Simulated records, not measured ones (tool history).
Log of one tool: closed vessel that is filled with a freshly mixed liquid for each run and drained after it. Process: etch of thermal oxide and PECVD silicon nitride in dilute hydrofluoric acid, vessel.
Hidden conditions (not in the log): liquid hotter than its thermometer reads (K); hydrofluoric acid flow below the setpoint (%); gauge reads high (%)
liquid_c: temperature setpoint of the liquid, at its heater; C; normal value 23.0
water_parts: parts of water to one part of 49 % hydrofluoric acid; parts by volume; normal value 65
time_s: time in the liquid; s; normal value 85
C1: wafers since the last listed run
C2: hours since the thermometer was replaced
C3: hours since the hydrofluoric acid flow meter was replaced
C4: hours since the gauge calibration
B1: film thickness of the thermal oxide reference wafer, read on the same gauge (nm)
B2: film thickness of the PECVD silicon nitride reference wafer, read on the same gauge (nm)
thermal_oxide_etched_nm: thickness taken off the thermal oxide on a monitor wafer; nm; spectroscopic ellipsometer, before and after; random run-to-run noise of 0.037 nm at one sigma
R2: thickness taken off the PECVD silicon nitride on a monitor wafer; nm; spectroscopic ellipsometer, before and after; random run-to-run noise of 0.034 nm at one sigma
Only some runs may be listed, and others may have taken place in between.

run 1 hour=0.0 | liquid_c=23.0 water_parts=65 time_s=85 | C1=0 C2=1016.0 C3=215.5 C4=304.8 | B1=140.00 B2=70.00 | thermal_oxide_etched_nm=6.03 R2=6.60
run 2 hour=33.5 | liquid_c=23.0 water_parts=65 time_s=85 | C1=3058 C2=1049.5 C3=249.0 C4=338.3 | B1=139.98 B2=70.01 | thermal_oxide_etched_nm=6.02 R2=6.55
run 3 hour=64.8 | liquid_c=23.0 water_parts=80 time_s=85 | C1=2857 C2=1080.8 C3=280.3 C4=369.6 | B1=140.00 B2=70.00 | thermal_oxide_etched_nm=4.77 R2=5.33
run 4 hour=119.1 | liquid_c=23.0 water_parts=80 time_s=85 | C1=4957 C2=1135.1 C3=334.6 C4=423.9 | B1=139.99 B2=69.99 | thermal_oxide_etched_nm=4.83 R2=5.32
run 5 hour=153.4 | liquid_c=23.0 water_parts=80 time_s=85 | C1=3131 C2=1169.4 C3=368.9 C4=458.2 | B1=139.99 B2=69.99 | thermal_oxide_etched_nm=4.77 R2=5.41
run 6 hour=209.7 | liquid_c=23.0 water_parts=65 time_s=85 | C1=5140 C2=1225.7 C3=425.2 C4=514.5 | B1=140.01 B2=70.02 | thermal_oxide_etched_nm=5.97 R2=6.61
run 7 hour=240.5 | liquid_c=23.0 water_parts=65 time_s=85 | C1=2812 C2=1256.5 C3=456.0 C4=545.3 | B1=140.00 B2=70.00 | thermal_oxide_etched_nm=5.97 R2=6.55
run 8 hour=293.7 | liquid_c=23.0 water_parts=65 time_s=85 | C1=4857 C2=1309.7 C3=509.2 C4=598.5 | B1=139.97 B2=69.99 | thermal_oxide_etched_nm=5.94 R2=6.61
run 9 hour=323.8 | liquid_c=23.0 water_parts=65 time_s=85 | C1=2748 C2=1339.8 C3=539.3 C4=628.6 | B1=140.02 B2=70.01 | thermal_oxide_etched_nm=5.99 R2=6.63
run 10 hour=391.0 | liquid_c=23.0 water_parts=65 time_s=85 | C1=6135 C2=1407.0 C3=606.5 C4=695.8 | B1=139.99 B2=69.98 | thermal_oxide_etched_nm=5.95 R2=6.58
-- hour=401.5 hydrofluoric acid flow meter replaced
-- hour=434.2 thermometer replaced
run 11 hour=445.5 | liquid_c=23.0 water_parts=65 time_s=85 | C1=4793 C2=11.3 C3=44.0 C4=750.3 | B1=140.02 B2=69.99 | thermal_oxide_etched_nm=5.71 R2=6.03
run 12 hour=510.7 | liquid_c=19.0 water_parts=55 time_s=55 | C1=5953 C2=76.5 C3=109.2 C4=815.5 | B1=139.98 B2=70.00 | thermal_oxide_etched_nm=3.81 R2=3.50
run 13 hour=540.7 | liquid_c=23.0 water_parts=40 time_s=110 | C1=2739 C2=106.5 C3=139.2 C4=845.5 | B1=140.00 B2=69.98 | thermal_oxide_etched_nm=12.34 R2=12.63
-- hour=562.4 gauge calibrated
run 14 hour=596.7 | liquid_c=20.0 water_parts=50 time_s=105 | C1=5113 C2=162.5 C3=195.2 C4=34.3 | B1=139.98 B2=70.00 | thermal_oxide_etched_nm=8.42 R2=7.97
run 15 hour=646.5 | liquid_c=23.0 water_parts=65 time_s=85 | C1=4547 C2=212.3 C3=245.0 C4=84.1 | B1=140.01 B2=70.02 | thermal_oxide_etched_nm=5.74 R2=6.08
run 16 hour=688.4 | liquid_c=23.0 water_parts=75 time_s=110 | C1=3825 C2=254.2 C3=286.9 C4=126.0 | B1=140.01 B2=70.00 | thermal_oxide_etched_nm=6.39 R2=6.82
run 17 hour=732.3 | liquid_c=19.0 water_parts=85 time_s=85 | C1=4008 C2=298.1 C3=330.8 C4=169.9 | B1=140.01 B2=70.01 | thermal_oxide_etched_nm=3.67 R2=3.58
run 18 hour=769.4 | liquid_c=23.0 water_parts=65 time_s=85 | C1=3387 C2=335.2 C3=367.9 C4=207.0 | B1=139.99 B2=69.98 | thermal_oxide_etched_nm=5.74 R2=6.16
run 19 hour=959.4 | liquid_c=23.0 water_parts=65 time_s=85 | C1=17348 C2=525.2 C3=557.9 C4=397.0 | B1=140.02 B2=70.00 | thermal_oxide_etched_nm=5.68 R2=6.14
run 20 hour=1016.8 | liquid_c=23.0 water_parts=40 time_s=120 | C1=5241 C2=582.6 C3=615.3 C4=454.4 | B1=140.01 B2=69.99 | thermal_oxide_etched_nm=13.64 R2=13.93
run 21 hour=1052.5 | liquid_c=23.0 water_parts=65 time_s=125 | C1=3259 C2=618.3 C3=651.0 C4=490.1 | B1=139.98 B2=70.01 | thermal_oxide_etched_nm=8.37 R2=9.05
-- hour=1067.6 hydrofluoric acid flow meter replaced
run 22 hour=1103.5 | liquid_c=23.0 water_parts=65 time_s=85 | C1=4565 C2=669.3 C3=35.9 C4=541.1 | B1=139.99 B2=70.00 | thermal_oxide_etched_nm=5.92 R2=6.40
run 23 hour=1154.3 | liquid_c=25.5 water_parts=80 time_s=85 | C1=4638 C2=720.1 C3=86.7 C4=591.9 | B1=139.99 B2=70.00 | thermal_oxide_etched_nm=5.24 R2=6.11
run 24 hour=1182.1 | liquid_c=20.5 water_parts=65 time_s=85 | C1=2538 C2=747.9 C3=114.5 C4=619.7 | B1=140.01 B2=70.00 | thermal_oxide_etched_nm=5.27 R2=5.33
run 25 hour=1250.5 | liquid_c=23.0 water_parts=65 time_s=85 | C1=6245 C2=816.3 C3=182.9 C4=688.1 | B1=140.02 B2=70.02 | thermal_oxide_etched_nm=5.88 R2=6.39

Branching from run 25: 5 alternative next runs. What would each branch give?
run A hour=1251.2 | liquid_c=23.0 water_parts=65 time_s=105 | C1=63 C2=817.0 C3=183.6 C4=688.8 | B1=? B2=? | thermal_oxide_etched_nm=? R2=?
run B hour=1251.2 | liquid_c=23.0 water_parts=65 time_s=120 | C1=63 C2=817.0 C3=183.6 C4=688.8 | B1=? B2=? | thermal_oxide_etched_nm=? R2=?
run C hour=1251.2 | liquid_c=23.0 water_parts=65 time_s=130 | C1=63 C2=817.0 C3=183.6 C4=688.8 | B1=? B2=? | thermal_oxide_etched_nm=? R2=?
run D hour=1251.2 | liquid_c=24.5 water_parts=55 time_s=85 | C1=63 C2=817.0 C3=183.6 C4=688.8 | B1=? B2=? | thermal_oxide_etched_nm=? R2=?
run E hour=1251.2 | liquid_c=23.0 water_parts=40 time_s=85 | C1=63 C2=817.0 C3=183.6 C4=688.8 | B1=? B2=? | thermal_oxide_etched_nm=? R2=?

run=A B1=139.98 B2=69.98 thermal_oxide_etched_nm=7.37 R2=7.84
run=B B1=139.98 B2=69.98 thermal_oxide_etched_nm=8.42 R2=8.96
run=C B1=139.98 B2=69.98 thermal_oxide_etched_nm=9.12 R2=9.70
run=D B1=139.98 B2=69.98 thermal_oxide_etched_nm=7.59 R2=8.26
run=E B1=139.98 B2=69.98 thermal_oxide_etched_nm=10.02 R2=10.21
The same runs, with their run-to-run variation unchanged, on a tool lacking any hidden condition would have given:
run=A thermal_oxide_etched_nm=7.18 R2=7.44
run=B thermal_oxide_etched_nm=8.20 R2=8.50
run=C thermal_oxide_etched_nm=8.89 R2=9.21
run=D thermal_oxide_etched_nm=7.40 R2=7.84
run=E thermal_oxide_etched_nm=9.75 R2=9.67
